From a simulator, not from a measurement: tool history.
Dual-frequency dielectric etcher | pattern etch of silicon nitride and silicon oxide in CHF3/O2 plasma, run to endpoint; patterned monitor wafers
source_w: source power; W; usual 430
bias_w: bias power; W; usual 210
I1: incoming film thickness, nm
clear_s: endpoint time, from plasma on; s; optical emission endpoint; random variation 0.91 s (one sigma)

run 1 day=0.000 | source_w=430 bias_w=210 | I1=214.4 | clear_s=137.3
run 2 day=4.867 | source_w=430 bias_w=210 | I1=215.2 | clear_s=135.7
run 3 day=8.767 | source_w=430 bias_w=210 | I1=211.9 | clear_s=134.0
-- day=13.650 wet clean of the chamber
run 4 day=16.512 | source_w=430 bias_w=210 | I1=215.5 | clear_s=141.2
run 5 day=18.962 | source_w=430 bias_w=210 | I1=214.1 | clear_s=138.7
run 6 day=22.142 | source_w=430 bias_w=210 | I1=215.0 | clear_s=139.1
run 7 day=25.771 | source_w=430 bias_w=210 | I1=214.7 | clear_s=137.3
run 8 day=29.262 | source_w=390 bias_w=210 | I1=214.5 | clear_s=145.5
run 9 day=33.483 | source_w=390 bias_w=210 | I1=214.0 | clear_s=143.5
-- day=36.138 wet clean of the chamber
run 10 day=36.158 | source_w=430 bias_w=210 | I1=214.6 | clear_s=139.8
-- day=37.296 source power generator calibrated
run 11 day=38.725 | source_w=430 bias_w=210 | I1=213.3 | clear_s=138.6
run 12 day=43.796 | source_w=430 bias_w=210 | I1=214.9 | clear_s=139.2
run 13 day=47.038 | source_w=430 bias_w=210 | I1=213.2 | clear_s=136.7
run 14 day=53.812 | source_w=340 bias_w=210 | I1=214.7 | clear_s=158.6
-- day=55.192 wet clean of the chamber
run 15 day=56.308 | source_w=430 bias_w=161 | I1=214.4 | clear_s=155.6
run 16 day=58.208 | source_w=430 bias_w=192 | I1=213.6 | clear_s=144.1
run 17 day=61.321 | source_w=430 bias_w=210 | I1=213.7 | clear_s=138.8
run 18 day=63.183 | source_w=530 bias_w=172 | I1=215.2 | clear_s=132.8
-- day=67.025 upper electrode replaced
run 19 day=67.046 | source_w=430 bias_w=243 | I1=213.2 | clear_s=128.0
run 20 day=68.762 | source_w=520 bias_w=261 | I1=214.6 | clear_s=113.1

Run 21 comes next. What will it give?
run 21 day=72.967 | source_w=540 bias_w=248 | I1=215.5 | clear_s=?

{"run 21": {"clear_s": 109.7}}
Without the tool's hidden state the same run would have given clear_s 114.5 s.

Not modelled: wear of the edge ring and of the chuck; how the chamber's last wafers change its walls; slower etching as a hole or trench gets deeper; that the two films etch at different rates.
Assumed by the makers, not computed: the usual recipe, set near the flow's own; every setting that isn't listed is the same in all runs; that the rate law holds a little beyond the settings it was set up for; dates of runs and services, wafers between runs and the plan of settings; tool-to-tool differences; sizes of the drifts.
